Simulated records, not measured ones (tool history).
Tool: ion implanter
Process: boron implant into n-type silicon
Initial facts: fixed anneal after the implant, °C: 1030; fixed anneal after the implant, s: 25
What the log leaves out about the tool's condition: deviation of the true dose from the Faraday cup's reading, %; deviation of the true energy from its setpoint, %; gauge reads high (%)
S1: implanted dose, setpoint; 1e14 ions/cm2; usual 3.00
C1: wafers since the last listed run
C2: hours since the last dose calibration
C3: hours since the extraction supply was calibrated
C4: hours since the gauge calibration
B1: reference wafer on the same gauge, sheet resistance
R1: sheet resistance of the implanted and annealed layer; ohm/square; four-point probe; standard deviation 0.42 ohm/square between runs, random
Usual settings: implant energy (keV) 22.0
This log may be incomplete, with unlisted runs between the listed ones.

run 1 day=0.000 | S1=3.00 implant_energy_(keV)=17.0 | C1=0 C2=1062.3 C3=5472.6 C4=134.0 | B1=272.02 | R1=285.97
run 2 day=1.425 | S1=2.78 implant_energy_(keV)=22.0 | C1=588 C2=1096.5 C3=5506.8 C4=168.2 | B1=271.90 | R1=295.58
run 3 day=2.212 | S1=3.00 implant_energy_(keV)=22.0 | C1=325 C2=1115.4 C3=5525.7 C4=187.1 | B1=272.13 | R1=277.27
run 4 day=2.838 | S1=3.00 implant_energy_(keV)=22.0 | C1=258 C2=1130.4 C3=5540.7 C4=202.1 | B1=271.96 | R1=277.49
run 5 day=3.454 | S1=3.00 implant_energy_(keV)=22.0 | C1=254 C2=1145.2 C3=5555.5 C4=216.9 | B1=271.99 | R1=276.43
run 6 day=4.692 | S1=3.52 implant_energy_(keV)=22.0 | C1=511 C2=1174.9 C3=5585.2 C4=246.6 | B1=272.10 | R1=243.30
run 7 day=5.200 | S1=3.52 implant_energy_(keV)=22.0 | C1=210 C2=1187.1 C3=5597.4 C4=258.8 | B1=272.00 | R1=243.74
-- day=6.575 extraction supply calibrated
run 8 day=6.596 | S1=3.52 implant_energy_(keV)=22.0 | C1=439 C2=1220.6 C3=0.5 C4=292.3 | B1=272.12 | R1=242.37
run 9 day=6.883 | S1=3.00 implant_energy_(keV)=22.0 | C1=118 C2=1227.5 C3=7.4 C4=299.2 | B1=272.08 | R1=277.45
run 10 day=7.871 | S1=3.00 implant_energy_(keV)=22.0 | C1=408 C2=1251.2 C3=31.1 C4=322.9 | B1=272.10 | R1=276.67
run 11 day=8.875 | S1=3.00 implant_energy_(keV)=29.0 | C1=415 C2=1275.3 C3=55.2 C4=347.0 | B1=272.01 | R1=267.51
run 12 day=10.212 | S1=3.00 implant_energy_(keV)=22.0 | C1=552 C2=1307.4 C3=87.3 C4=379.1 | B1=272.04 | R1=275.55
run 13 day=11.408 | S1=2.32 implant_energy_(keV)=22.0 | C1=494 C2=1336.1 C3=116.0 C4=407.8 | B1=271.92 | R1=339.59
run 14 day=12.800 | S1=3.84 implant_energy_(keV)=15.5 | C1=575 C2=1369.5 C3=149.4 C4=441.2 | B1=271.96 | R1=233.79
run 15 day=14.242 | S1=2.52 implant_energy_(keV)=22.0 | C1=595 C2=1404.1 C3=184.0 C4=475.8 | B1=271.91 | R1=316.39
-- day=15.071 Faraday cup replaced and dose calibrated
-- day=15.429 gauge calibrated
run 16 day=16.550 | S1=3.36 implant_energy_(keV)=18.0 | C1=816 C2=35.5 C3=239.4 C4=26.9 | B1=271.99 | R1=261.03
run 17 day=17.079 | S1=3.00 implant_energy_(keV)=22.0 | C1=218 C2=48.2 C3=252.1 C4=39.6 | B1=272.07 | R1=278.95
run 18 day=18.425 | S1=3.00 implant_energy_(keV)=22.0 | C1=556 C2=80.5 C3=284.4 C4=71.9 | B1=272.09 | R1=278.91
run 19 day=19.217 | S1=2.40 implant_energy_(keV)=22.0 | C1=327 C2=99.5 C3=303.4 C4=90.9 | B1=272.06 | R1=335.33
run 20 day=19.950 | S1=3.40 implant_energy_(keV)=28.5 | C1=303 C2=117.1 C3=321.0 C4=108.5 | B1=272.06 | R1=245.90
run 21 day=20.771 | S1=3.87 implant_energy_(keV)=17.5 | C1=339 C2=136.8 C3=340.7 C4=128.2 | B1=271.87 | R1=232.99

Here are 3 independent what-if runs from the current tool condition. What would each one return?
run A day=20.788 | S1=3.65 implant_energy_(keV)=22.0 | C1=6 C2=137.2 C3=341.1 C4=128.6 | B1=? | R1=?
run B day=20.788 | S1=2.71 implant_energy_(keV)=25.5 | C1=6 C2=137.2 C3=341.1 C4=128.6 | B1=? | R1=?
run C day=20.788 | S1=3.53 implant_energy_(keV)=14.5 | C1=6 C2=137.2 C3=341.1 C4=128.6 | B1=? | R1=?

run=A B1=272.01 R1=238.28
run=B B1=272.01 R1=298.86
run=C B1=272.01 R1=256.10
What these runs would have given with no unlogged condition in the tool:
run=A R1=240.16
run=B R1=301.22
run=C R1=258.13
